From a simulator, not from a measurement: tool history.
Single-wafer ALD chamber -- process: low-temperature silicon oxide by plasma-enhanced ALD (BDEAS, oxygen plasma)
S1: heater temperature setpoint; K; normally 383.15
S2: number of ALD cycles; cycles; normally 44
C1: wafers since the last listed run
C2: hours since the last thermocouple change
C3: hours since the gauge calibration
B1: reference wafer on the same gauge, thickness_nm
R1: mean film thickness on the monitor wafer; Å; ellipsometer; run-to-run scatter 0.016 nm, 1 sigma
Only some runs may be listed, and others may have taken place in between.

run 1 hour=0 | S1=390.15 S2=44 | C1=0 C2=1611.8 C3=180.6 | B1=7.576 | R1=63.12
run 2 hour=19.1 | S1=383.15 S2=44 | C1=150 C2=1630.9 C3=199.7 | B1=7.573 | R1=63.78
run 3 hour=32 | S1=383.15 S2=44 | C1=101 C2=1643.8 C3=212.6 | B1=7.559 | R1=63.61
run 4 hour=49.8 | S1=383.15 S2=44 | C1=139 C2=1661.6 C3=230.4 | B1=7.561 | R1=63.79
run 5 hour=66.6 | S1=383.15 S2=44 | C1=132 C2=1678.4 C3=247.2 | B1=7.552 | R1=63.65
run 6 hour=81.8 | S1=383.15 S2=44 | C1=119 C2=1693.6 C3=262.4 | B1=7.536 | R1=63.7
run 7 hour=107.3 | S1=383.15 S2=44 | C1=200 C2=1719.1 C3=287.9 | B1=7.53 | R1=63.66
run 8 hour=129.2 | S1=383.15 S2=44 | C1=172 C2=1741 C3=309.8 | B1=7.513 | R1=63.61
run 9 hour=147.6 | S1=383.15 S2=44 | C1=144 C2=1759.4 C3=328.2 | B1=7.51 | R1=63.21
-- hour=152.3 gauge calibrated
run 10 hour=173.8 | S1=383.15 S2=51 | C1=205 C2=1785.6 C3=21.5 | B1=7.62 | R1=74.45
run 11 hour=193.1 | S1=383.15 S2=51 | C1=151 C2=1804.9 C3=40.8 | B1=7.62 | R1=74.63
run 12 hour=211.2 | S1=383.15 S2=44 | C1=142 C2=1823 C3=58.9 | B1=7.61 | R1=64.41
run 13 hour=230.5 | S1=383.15 S2=44 | C1=151 C2=1842.3 C3=78.2 | B1=7.612 | R1=64.17
run 14 hour=266.4 | S1=383.15 S2=51 | C1=282 C2=1878.2 C3=114.1 | B1=7.603 | R1=74.48
-- hour=275.7 thermocouple changed; heater temperature recalibrated
run 15 hour=283.8 | S1=376.15 S2=36 | C1=73 C2=8.1 C3=131.5 | B1=7.601 | R1=53.1
run 16 hour=309.1 | S1=368.15 S2=50 | C1=198 C2=33.4 C3=156.8 | B1=7.595 | R1=75.98
run 17 hour=324 | S1=388.15 S2=36 | C1=117 C2=48.3 C3=171.7 | B1=7.582 | R1=51.96
run 18 hour=353.3 | S1=383.15 S2=47 | C1=230 C2=77.6 C3=201 | B1=7.584 | R1=68.61
run 19 hour=379.5 | S1=368.15 S2=44 | C1=205 C2=103.8 C3=227.2 | B1=7.572 | R1=66.59
run 20 hour=411.2 | S1=390.15 S2=41 | C1=249 C2=135.5 C3=258.9 | B1=7.559 | R1=58.14
run 21 hour=441.1 | S1=373.15 S2=44 | C1=235 C2=165.4 C3=288.8 | B1=7.536 | R1=65.26
-- hour=445 gauge calibrated
run 22 hour=467.3 | S1=398.15 S2=44 | C1=205 C2=191.6 C3=22.3 | B1=7.624 | R1=62.41
run 23 hour=500.2 | S1=393.15 S2=53 | C1=258 C2=224.5 C3=55.2 | B1=7.624 | R1=75.96
run 24 hour=527.3 | S1=383.15 S2=44 | C1=213 C2=251.6 C3=82.3 | B1=7.616 | R1=64.2
run 25 hour=550.1 | S1=393.15 S2=41 | C1=179 C2=274.4 C3=105.1 | B1=7.616 | R1=58.59
run 26 hour=572.2 | S1=383.15 S2=44 | C1=173 C2=296.5 C3=127.2 | B1=7.606 | R1=64.09

5 options for the next run, each taken on its own from the tool as it stands now. Forecast them:
run A hour=572.7 | S1=370.15 S2=44 | C1=3 C2=297 C3=127.7 | B1=? | R1=?
run B hour=572.7 | S1=391.15 S2=41 | C1=3 C2=297 C3=127.7 | B1=? | R1=?
run C hour=572.7 | S1=397.15 S2=47 | C1=3 C2=297 C3=127.7 | B1=? | R1=?
run D hour=572.7 | S1=383.15 S2=53 | C1=3 C2=297 C3=127.7 | B1=? | R1=?
run E hour=572.7 | S1=392.15 S2=37 | C1=3 C2=297 C3=127.7 | B1=? | R1=?

run=A B1=7.606 R1=66.36
run=B B1=7.606 R1=58.68
run=C B1=7.606 R1=66.4
run=D B1=7.606 R1=77.14
run=E B1=7.606 R1=52.84
Without the tool's hidden state the same runs would have given:
run=A R1=66.39
run=B R1=58.71
run=C R1=66.44
run=D R1=77.18
run=E R1=52.87
